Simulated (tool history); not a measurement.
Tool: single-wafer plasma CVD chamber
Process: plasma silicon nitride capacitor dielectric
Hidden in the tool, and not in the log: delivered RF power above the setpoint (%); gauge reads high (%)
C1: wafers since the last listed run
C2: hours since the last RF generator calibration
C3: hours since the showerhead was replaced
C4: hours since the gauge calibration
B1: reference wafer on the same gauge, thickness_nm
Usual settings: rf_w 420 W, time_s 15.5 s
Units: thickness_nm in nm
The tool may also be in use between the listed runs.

Run 1, day 0.000: usual settings; C1 0; C2 1317.7; C3 6050.8; C4 727.4; B1 24.904. Result: thickness_nm 21.086 nm.
Run 2, day 3.946: usual settings; C1 2345; C2 1412.4; C3 6145.5; C4 822.1; B1 24.898. Result: thickness_nm 20.972 nm.
Run 3, day 8.379: usual settings; C1 2634; C2 1518.8; C3 6251.9; C4 928.5; B1 24.911. Result: thickness_nm 21.058 nm.
Run 4, day 11.021: usual settings; C1 1569; C2 1582.2; C3 6315.3; C4 991.9; B1 24.897. Result: thickness_nm 20.879 nm.
Run 5, day 13.667: usual settings; C1 1572; C2 1645.7; C3 6378.8; C4 1055.4; B1 24.899. Result: thickness_nm 21.023 nm.
Run 6, day 15.942: usual settings but rf_w 480 W; C1 1352; C2 1700.3; C3 6433.4; C4 1110.0; B1 24.906. Result: thickness_nm 21.721 nm.
Run 7, day 17.500: usual settings; C1 926; C2 1737.7; C3 6470.8; C4 1147.4; B1 24.900. Result: thickness_nm 20.950 nm.
Run 8, day 19.508: usual settings; C1 1193; C2 1785.9; C3 6519.0; C4 1195.6; B1 24.893. Result: thickness_nm 20.989 nm.
Run 9, day 21.842: usual settings; C1 1386; C2 1841.9; C3 6575.0; C4 1251.6; B1 24.905. Result: thickness_nm 20.926 nm.
Run 10, day 25.154: usual settings; C1 1968; C2 1921.4; C3 6654.5; C4 1331.1; B1 24.900. Result: thickness_nm 20.852 nm.
At day 35.204: showerhead replaced, of another model than before.
Run 11, day 35.225: usual settings; C1 5787; C2 2163.1; C3 0.5; C4 1572.8; B1 24.904. Result: thickness_nm 20.394 nm.
Run 12, day 36.692: usual settings; C1 871; C2 2198.3; C3 35.7; C4 1608.0; B1 24.887. Result: thickness_nm 20.441 nm.
Run 13, day 38.775: usual settings; C1 1238; C2 2248.3; C3 85.7; C4 1658.0; B1 24.906. Result: thickness_nm 20.378 nm.
Run 14, day 42.500: usual settings; C1 2213; C2 2337.7; C3 175.1; C4 1747.4; B1 24.896. Result: thickness_nm 20.465 nm.
Run 15, day 46.288: usual settings but time_s 13.8 s; C1 2250; C2 2428.6; C3 266.0; C4 1838.3; B1 24.904. Result: thickness_nm 18.046 nm.
Run 16, day 48.438: usual settings but rf_w 400 W, time_s 16.5 s; C1 1277; C2 2480.2; C3 317.6; C4 1889.9; B1 24.907. Result: thickness_nm 21.030 nm.
At day 51.412: RF generator calibrated.
Run 17, day 52.162: usual settings but time_s 17.2 s; C1 2015; C2 18.0; C3 407.0; C4 1979.3; B1 24.906. Result: thickness_nm 23.542 nm.
Run 18, day 56.558: usual settings; C1 2612; C2 123.5; C3 512.5; C4 2084.8; B1 24.905. Result: thickness_nm 21.297 nm.
At day 58.162: gauge calibrated.
Run 19, day 59.858: usual settings but rf_w 390 W, time_s 13.5 s; C1 1961; C2 202.7; C3 591.7; C4 40.7; B1 24.911. Result: thickness_nm 17.936 nm.
Run 20, day 61.779: usual settings but time_s 18.1 s; C1 1141; C2 248.8; C3 637.8; C4 86.8; B1 24.895. Result: thickness_nm 24.754 nm.
Run 21, day 65.796: usual settings but rf_w 395 W, time_s 18.2 s; C1 2387; C2 345.2; C3 734.2; C4 183.2; B1 24.902. Result: thickness_nm 24.125 nm.
Run 22, day 67.621: usual settings but rf_w 370 W, time_s 14.6 s; C1 1084; C2 389.0; C3 778.0; C4 227.0; B1 24.883. Result: thickness_nm 18.788 nm.
Run 23, day 70.162: usual settings; C1 1510; C2 450.0; C3 839.0; C4 288.0; B1 24.899. Result: thickness_nm 21.178 nm.
Run 24, day 73.829: usual settings but rf_w 490 W; C1 2179; C2 538.0; C3 927.0; C4 376.0; B1 24.891. Result: thickness_nm 22.642 nm.
Run 25, day 77.425: usual settings; C1 2137; C2 624.3; C3 1013.3; C4 462.3; B1 24.905. Result: thickness_nm 21.103 nm.
Run 26, day 79.421: usual settings but rf_w 450 W, time_s 17.7 s; C1 1186; C2 672.2; C3 1061.2; C4 510.2; B1 24.912. Result: thickness_nm 24.797 nm.
Run 27, day 81.958: usual settings but time_s 18.5 s; C1 1508; C2 733.1; C3 1122.1; C4 571.1; B1 24.899. Result: thickness_nm 25.314 nm.
Run 28, day 85.279: usual settings; C1 1973; C2 812.8; C3 1201.8; C4 650.8; B1 24.912. Result: thickness_nm 21.010 nm.

Forecast each of these 4 alternatives for the next run:
Run A, day 85.296: usual settings but time_s 17.3 s; C1 9; C2 813.2; C3 1202.2; C4 651.2; B1 ?. Result: thickness_nm ?.
Run B, day 85.296: usual settings but rf_w 455 W, time_s 17.9 s; C1 9; C2 813.2; C3 1202.2; C4 651.2; B1 ?. Result: thickness_nm ?.
Run C, day 85.296: usual settings but rf_w 370 W, time_s 14.4 s; C1 9; C2 813.2; C3 1202.2; C4 651.2; B1 ?. Result: thickness_nm ?.
Run D, day 85.296: usual settings but rf_w 485 W, time_s 18.6 s; C1 9; C2 813.2; C3 1202.2; C4 651.2; B1 ?. Result: thickness_nm ?.

run      B1  thickness_nm
  A  24.890        23.515
  B  24.890        25.219
  C  24.890        18.432
  D  24.890        26.941
Without the tool's hidden state the same runs would have given:
run  thickness_nm
  A        23.653
  B        25.368
  C        18.540
  D        27.099
